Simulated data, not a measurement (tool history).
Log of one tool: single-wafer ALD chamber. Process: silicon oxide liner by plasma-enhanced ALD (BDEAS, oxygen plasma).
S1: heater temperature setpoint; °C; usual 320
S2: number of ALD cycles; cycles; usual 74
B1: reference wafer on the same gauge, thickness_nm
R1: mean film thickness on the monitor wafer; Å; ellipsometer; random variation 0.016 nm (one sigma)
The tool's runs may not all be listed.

run	day	S1	S2	B1	R1
1	0	320	74	6.649	62.91
2	3.012	320	74	6.654	62.97
3	5.304	320	74	6.648	63.03
4	8.079	320	74	6.657	63.13
5	9.671	320	74	6.653	63.05
6	13.871	320	74	6.646	63.24
7	16.225	320	74	6.652	63.05
8	18.242	320	74	6.657	62.93
9	20.942	320	74	6.644	62.75
10	23.012	320	64	6.651	54.34
11	27.146	320	74	6.643	62.96
12	28.775	320	74	6.654	63.02
13	30.396	320	74	6.65	62.87
14	34.579	320	84	6.65	71.45
15	38.629	320	84	6.658	71.44
16	41.046	312	84	6.645	72.23
17	44.712	312	84	6.644	72.25
18	47.338	315	82	6.65	70.01
19	49.796	328	69	6.653	57.86
20	54.15	328	69	6.655	57.82
21	56.683	328	69	6.647	57.63
22	69.321	320	74	6.65	62.52
23	73.329	320	69	6.647	58.19
24	77.275	324	88	6.652	73.99
25	80.354	328	60	6.65	50.03
26	84.121	331	68	6.654	56.56
27	85.829	320	74	6.653	62.55
# day 90.196: gauge calibrated
# day 90.442: thermocouple changed; heater temperature recalibrated
28	94.742	306	63	6.652	54.93
29	97.142	326	74	6.659	62.62
30	99.862	325	74	6.653	62.97
31	103.608	332	62	6.648	51.95
32	105.938	320	74	6.651	63.25
33	109.442	332	74	6.654	61.96
34	111	324	88	6.654	74.79
35	112.633	332	74	6.653	62.18
36	115.867	307	81	6.646	70.42
37	119.254	327	85	6.655	71.5
38	120.942	326	60	6.643	50.56
39	125.392	320	60	6.647	51
40	129.567	314	62	6.643	53.32
41	132.65	330	82	6.65	68.51
42	134.467	329	63	6.65	52.84
43	138.533	320	74	6.646	62.98
44	140.404	334	62	6.649	51.51
45	142.312	328	67	6.652	56.23
46	144.5	312	64	6.649	55.27
47	147.112	334	62	6.653	51.56

Forecast each of these 4 alternatives for the next run:
A	147.133	306	74	?	?
B	147.133	330	64	?	?
C	147.133	315	63	?	?
D	147.133	311	68	?	?

run	B1	R1
A	6.649	64.35
B	6.649	53.5
C	6.649	53.99
D	6.649	58.66
Without the tool's hidden state the same runs would have given:
run	R1
A	64.71
B	53.81
C	54.29
D	58.98
